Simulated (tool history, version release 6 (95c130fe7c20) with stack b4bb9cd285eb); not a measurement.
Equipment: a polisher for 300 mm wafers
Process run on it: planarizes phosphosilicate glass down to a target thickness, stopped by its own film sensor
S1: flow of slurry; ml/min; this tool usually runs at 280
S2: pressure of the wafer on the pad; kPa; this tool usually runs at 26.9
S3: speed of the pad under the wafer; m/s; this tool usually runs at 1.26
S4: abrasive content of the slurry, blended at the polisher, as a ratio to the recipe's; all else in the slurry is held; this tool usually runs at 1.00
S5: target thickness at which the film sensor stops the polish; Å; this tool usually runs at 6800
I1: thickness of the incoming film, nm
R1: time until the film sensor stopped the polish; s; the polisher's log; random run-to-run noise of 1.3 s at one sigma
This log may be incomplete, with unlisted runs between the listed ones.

Run 1, hour 0.0: usual settings but S3 1.10 m/s; I1 1532.0. Result: R1 80.6 s.
Run 2, hour 25.1: usual settings but S3 1.10 m/s; I1 1540.2. Result: R1 88.0 s.
Run 3, hour 49.4: usual settings; I1 1547.7. Result: R1 85.3 s.
Run 4, hour 71.1: usual settings but S1 225 ml/min; I1 1556.8. Result: R1 74.4 s.
Run 5, hour 82.4: usual settings but S1 225 ml/min; I1 1559.7. Result: R1 73.6 s.
Run 6, hour 96.2: usual settings; I1 1557.3. Result: R1 75.5 s.
Run 7, hour 118.8: usual settings; I1 1506.5. Result: R1 73.5 s.
Run 8, hour 134.6: usual settings but S2 31.0 kPa, S4 0.80; I1 1544.2. Result: R1 80.7 s.
Run 9, hour 162.8: usual settings; I1 1546.0. Result: R1 75.2 s.
Run 10, hour 180.6: usual settings; I1 1548.7. Result: R1 77.1 s.
Run 11, hour 199.0: usual settings; I1 1530.6. Result: R1 75.9 s.
Run 12, hour 226.1: usual settings; I1 1520.0. Result: R1 69.5 s.
Run 13, hour 257.2: usual settings but S1 215 ml/min, S2 17.9 kPa, S3 1.48 m/s, S5 7910 Å; I1 1533.1. Result: R1 85.6 s.
Run 14, hour 270.4: usual settings but S1 365 ml/min; I1 1543.0. Result: R1 70.0 s.
Run 15, hour 291.5: usual settings; I1 1531.3. Result: R1 72.9 s.
Run 16, hour 320.9: usual settings but S1 215 ml/min; I1 1532.3. Result: R1 80.2 s.
Run 17, hour 332.9: usual settings but S2 29.6 kPa, S5 9160 Å; I1 1519.0. Result: R1 49.7 s.
Run 18, hour 351.6: usual settings; I1 1558.9. Result: R1 75.6 s.
Run 19, hour 373.7: usual settings but S4 1.20, S5 8920 Å; I1 1525.2. Result: R1 49.7 s.
Run 20, hour 433.1: usual settings but S1 365 ml/min; I1 1546.2. Result: R1 80.2 s.
Run 21, hour 461.8: usual settings but S1 335 ml/min, S4 1.30; I1 1520.5. Result: R1 72.0 s.
Run 22, hour 482.8: usual settings but S1 200 ml/min, S2 31.7 kPa, S3 0.98 m/s; I1 1522.8. Result: R1 69.9 s.
Run 23, hour 516.2: usual settings but S3 1.68 m/s; I1 1563.9. Result: R1 61.2 s.
Run 24, hour 544.6: usual settings but S2 35.9 kPa, S4 1.15, S5 9220 Å; I1 1530.9. Result: R1 35.6 s.
Run 25, hour 578.0: usual settings but S5 5740 Å; I1 1536.7. Result: R1 83.3 s.

Removed from this log: 10 entries logged between the listed runs. Between which two listed runs does each belong, and how does the tool's hidden state at the listed run before it compare with that at the listed run after it?
After run 3, before run 4: worn pad replaced by a new one (hour 70.6)
  removal rate lost through wear of the pad, %: 16.6 -> 0.195; abrasive missing from the slurry, %: 8.7 -> 10.4
  what was measured, less what the result would be without the hidden state, R1: +17.5 -> +4.4 s
After run 8, before run 9: conditioning disc replaced and pad reconditioned (hour 152.5); slurry blender recalibrated (hour 162.1)
  removal rate lost through wear of the pad, %: 2.87 -> 5.74; abrasive missing from the slurry, %: 16.6 -> 0.361
  what was measured, less what the result would be without the hidden state, R1: +10.7 -> +4.5 s
After run 11, before run 12: worn pad replaced by a new one (hour 211.5)
  removal rate lost through wear of the pad, %: 11 -> 2.18; abrasive missing from the slurry, %: 0.632 -> 1.18
  what was measured, less what the result would be without the hidden state, R1: +8.5 -> +1.9 s
After run 16, before run 17: slurry nozzle cleaned (hour 324.6)
  removal rate lost through wear of the pad, %: 9.85 -> 11.7; abrasive missing from the slurry, %: 5.39 -> 6.18
  what was measured, less what the result would be without the hidden state, R1: +9.9 -> +7.2 s
After run 17, before run 18: worn pad replaced by a new one (hour 338.5)
  removal rate lost through wear of the pad, %: 11.7 -> 1.53; abrasive missing from the slurry, %: 6.18 -> 7.52
  what was measured, less what the result would be without the hidden state, R1: +7.2 -> +4.1 s
After run 18, before run 19: head pressure recalibrated (hour 364.3)
  removal rate lost through wear of the pad, %: 1.53 -> 2.23; abrasive missing from the slurry, %: 7.52 -> 9.29
  what was measured, less what the result would be without the hidden state, R1: +4.1 -> +3.3 s
After run 20, before run 21: conditioning disc replaced and pad reconditioned (hour 442.5)
  removal rate lost through wear of the pad, %: 7.26 -> 11.3; abrasive missing from the slurry, %: 15 -> 18.3
  what was measured, less what the result would be without the hidden state, R1: +12.1 -> +13.9 s
After run 21, before run 22: worn pad replaced by a new one (hour 473.6); slurry blender recalibrated (hour 479.5)
  removal rate lost through wear of the pad, %: 11.3 -> 2.04; abrasive missing from the slurry, %: 18.3 -> 1.26
  what was measured, less what the result would be without the hidden state, R1: +13.9 -> +1.8 s
